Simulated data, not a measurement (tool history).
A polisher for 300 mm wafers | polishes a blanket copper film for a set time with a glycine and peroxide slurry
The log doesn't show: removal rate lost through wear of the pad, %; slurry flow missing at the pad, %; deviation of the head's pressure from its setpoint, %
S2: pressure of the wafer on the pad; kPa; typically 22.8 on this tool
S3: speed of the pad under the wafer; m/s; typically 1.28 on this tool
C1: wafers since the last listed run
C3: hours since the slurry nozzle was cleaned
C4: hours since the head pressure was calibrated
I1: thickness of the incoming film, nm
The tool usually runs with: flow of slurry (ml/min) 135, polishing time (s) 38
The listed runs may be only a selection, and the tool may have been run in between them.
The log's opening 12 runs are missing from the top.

{"run": 13, "hour": 1143.5, "flow of slurry (ml/min)": 145, "S2": 22.8, "S3": 1.28, "polishing time (s)": 38, "C1": 240, "wafers polished on this pad": 2233, "C3": 505.8, "C4": 319.2, "I1": 2361.8, "film removed (angstrom)": 2497}
{"run": 14, "hour": 1195.3, "flow of slurry (ml/min)": 145, "S2": 22.8, "S3": 1.28, "polishing time (s)": 38, "C1": 295, "wafers polished on this pad": 2528, "C3": 557.6, "C4": 371.0, "I1": 2381.5, "film removed (angstrom)": 2455}
{"run": 15, "hour": 1287.5, "flow of slurry (ml/min)": 155, "S2": 22.8, "S3": 1.28, "polishing time (s)": 38, "C1": 525, "wafers polished on this pad": 3053, "C3": 649.8, "C4": 463.2, "I1": 2383.9, "film removed (angstrom)": 2488}
{"hour": 1307.0, "done": "slurry nozzle cleaned"}
{"run": 16, "hour": 1355.8, "flow of slurry (ml/min)": 155, "S2": 22.8, "S3": 1.28, "polishing time (s)": 38, "C1": 383, "wafers polished on this pad": 3436, "C3": 48.8, "C4": 531.5, "I1": 2321.5, "film removed (angstrom)": 2588}
{"hour": 1391.3, "done": "worn pad replaced by a new one"}
{"run": 17, "hour": 1448.3, "flow of slurry (ml/min)": 135, "S2": 22.8, "S3": 1.28, "polishing time (s)": 45, "C1": 504, "wafers polished on this pad": 324, "C3": 141.3, "C4": 624.0, "I1": 2331.5, "film removed (angstrom)": 3262}
{"run": 18, "hour": 1543.8, "flow of slurry (ml/min)": 135, "S2": 22.8, "S3": 1.28, "polishing time (s)": 29, "C1": 543, "wafers polished on this pad": 868, "C3": 236.8, "C4": 719.5, "I1": 2307.9, "film removed (angstrom)": 2028}
{"run": 19, "hour": 1589.6, "flow of slurry (ml/min)": 165, "S2": 24.8, "S3": 0.98, "polishing time (s)": 31, "C1": 260, "wafers polished on this pad": 1129, "C3": 282.6, "C4": 765.3, "I1": 2331.4, "film removed (angstrom)": 1911}
{"run": 20, "hour": 1674.3, "flow of slurry (ml/min)": 135, "S2": 17.9, "S3": 1.28, "polishing time (s)": 26, "C1": 482, "wafers polished on this pad": 1611, "C3": 367.3, "C4": 850.0, "I1": 2367.2, "film removed (angstrom)": 1543}
{"run": 21, "hour": 1765.3, "flow of slurry (ml/min)": 135, "S2": 22.8, "S3": 1.28, "polishing time (s)": 34, "C1": 518, "wafers polished on this pad": 2129, "C3": 458.3, "C4": 941.0, "I1": 2341.7, "film removed (angstrom)": 2211}
{"run": 22, "hour": 1842.9, "flow of slurry (ml/min)": 145, "S2": 26.2, "S3": 0.94, "polishing time (s)": 44, "C1": 441, "wafers polished on this pad": 2571, "C3": 535.9, "C4": 1018.6, "I1": 2364.8, "film removed (angstrom)": 2340}
{"run": 23, "hour": 1885.3, "flow of slurry (ml/min)": 100, "S2": 22.8, "S3": 1.28, "polishing time (s)": 34, "C1": 241, "wafers polished on this pad": 2813, "C3": 578.3, "C4": 1061.0, "I1": 2303.3, "film removed (angstrom)": 1911}
{"run": 24, "hour": 1951.3, "flow of slurry (ml/min)": 95, "S2": 22.8, "S3": 1.54, "polishing time (s)": 51, "C1": 375, "wafers polished on this pad": 3189, "C3": 644.3, "C4": 1127.0, "I1": 2318.9, "film removed (angstrom)": 3216}
{"run": 25, "hour": 2005.6, "flow of slurry (ml/min)": 175, "S2": 30.3, "S3": 1.48, "polishing time (s)": 27, "C1": 309, "wafers polished on this pad": 3498, "C3": 698.6, "C4": 1181.3, "I1": 2285.3, "film removed (angstrom)": 2329}
{"run": 26, "hour": 2063.7, "flow of slurry (ml/min)": 175, "S2": 29.6, "S3": 1.28, "polishing time (s)": 38, "C1": 330, "wafers polished on this pad": 3829, "C3": 756.7, "C4": 1239.4, "I1": 2349.6, "film removed (angstrom)": 2801}
{"hour": 2130.4, "done": "worn pad replaced by a new one"}
{"hour": 2177.3, "done": "slurry nozzle cleaned"}
{"hour": 2221.1, "done": "head pressure recalibrated"}
{"run": 27, "hour": 2292.2, "flow of slurry (ml/min)": 135, "S2": 22.8, "S3": 1.28, "polishing time (s)": 38, "C1": 1261, "wafers polished on this pad": 904, "C3": 114.9, "C4": 71.1, "I1": 2323.0, "film removed (angstrom)": 2719}
{"run": 28, "hour": 2375.2, "flow of slurry (ml/min)": 135, "S2": 22.8, "S3": 1.28, "polishing time (s)": 38, "C1": 472, "wafers polished on this pad": 1377, "C3": 197.9, "C4": 154.1, "I1": 2335.2, "film removed (angstrom)": 2671}
{"run": 29, "hour": 2469.5, "flow of slurry (ml/min)": 110, "S2": 22.8, "S3": 1.28, "polishing time (s)": 38, "C1": 537, "wafers polished on this pad": 1914, "C3": 292.2, "C4": 248.4, "I1": 2309.2, "film removed (angstrom)": 2382}
{"run": 30, "hour": 2524.5, "flow of slurry (ml/min)": 135, "S2": 22.8, "S3": 1.28, "polishing time (s)": 38, "C1": 313, "wafers polished on this pad": 2227, "C3": 347.2, "C4": 303.4, "I1": 2334.7, "film removed (angstrom)": 2470}
{"run": 31, "hour": 2577.3, "flow of slurry (ml/min)": 135, "S2": 22.8, "S3": 1.28, "polishing time (s)": 38, "C1": 300, "wafers polished on this pad": 2528, "C3": 400.0, "C4": 356.2, "I1": 2344.5, "film removed (angstrom)": 2430}
{"run": 32, "hour": 2628.3, "flow of slurry (ml/min)": 135, "S2": 19.3, "S3": 1.28, "polishing time (s)": 38, "C1": 290, "wafers polished on this pad": 2818, "C3": 451.0, "C4": 407.2, "I1": 2358.8, "film removed (angstrom)": 2267}
{"run": 33, "hour": 2727.9, "flow of slurry (ml/min)": 165, "S2": 22.8, "S3": 1.28, "polishing time (s)": 38, "C1": 567, "wafers polished on this pad": 3385, "C3": 550.6, "C4": 506.8, "I1": 2338.4, "film removed (angstrom)": 2481}
{"run": 34, "hour": 2779.2, "flow of slurry (ml/min)": 135, "S2": 18.6, "S3": 0.9, "polishing time (s)": 38, "C1": 292, "wafers polished on this pad": 3677, "C3": 601.9, "C4": 558.1, "I1": 2296.3, "film removed (angstrom)": 1536}
{"hour": 2839.9, "done": "worn pad replaced by a new one"}
{"run": 35, "hour": 2873.6, "flow of slurry (ml/min)": 135, "S2": 30.3, "S3": 1.28, "polishing time (s)": 30, "C1": 514, "wafers polished on this pad": 191, "C3": 696.3, "C4": 652.5, "I1": 2357.5, "film removed (angstrom)": 2361}
{"hour": 2888.5, "done": "slurry nozzle cleaned"}
{"run": 36, "hour": 2922.5, "flow of slurry (ml/min)": 150, "S2": 22.8, "S3": 1.12, "polishing time (s)": 46, "C1": 272, "wafers polished on this pad": 464, "C3": 34.0, "C4": 701.4, "I1": 2337.1, "film removed (angstrom)": 3129}
{"run": 37, "hour": 2967.1, "flow of slurry (ml/min)": 180, "S2": 22.8, "S3": 1.28, "polishing time (s)": 26, "C1": 254, "wafers polished on this pad": 718, "C3": 78.6, "C4": 746.0, "I1": 2349.6, "film removed (angstrom)": 2023}

Branching from run 37: 4 alternative next runs. What would each branch give?
{"run": "A", "hour": 2967.5, "flow of slurry (ml/min)": 135, "S2": 22.8, "S3": 1.4, "polishing time (s)": 38, "C1": 2, "wafers polished on this pad": 720, "C3": 79.0, "C4": 746.4, "I1": 2349.3, "film removed (angstrom)": "?"}
{"run": "B", "hour": 2967.5, "flow of slurry (ml/min)": 95, "S2": 20.0, "S3": 1.16, "polishing time (s)": 47, "C1": 2, "wafers polished on this pad": 720, "C3": 79.0, "C4": 746.4, "I1": 2349.3, "film removed (angstrom)": "?"}
{"run": "C", "hour": 2967.5, "flow of slurry (ml/min)": 110, "S2": 26.2, "S3": 1.28, "polishing time (s)": 43, "C1": 2, "wafers polished on this pad": 720, "C3": 79.0, "C4": 746.4, "I1": 2349.3, "film removed (angstrom)": "?"}
{"run": "D", "hour": 2967.5, "flow of slurry (ml/min)": 180, "S2": 22.8, "S3": 1.56, "polishing time (s)": 38, "C1": 2, "wafers polished on this pad": 720, "C3": 79.0, "C4": 746.4, "I1": 2349.3, "film removed (angstrom)": "?"}

run=A film_removed_(angstrom)=3028
run=B film_removed_(angstrom)=2701
run=C film_removed_(angstrom)=3244
run=D film_removed_(angstrom)=3532
What these runs would have given with no unlogged condition in the tool:
run=A film_removed_(angstrom)=3137
run=B film_removed_(angstrom)=2832
run=C film_removed_(angstrom)=3383
run=D film_removed_(angstrom)=3632
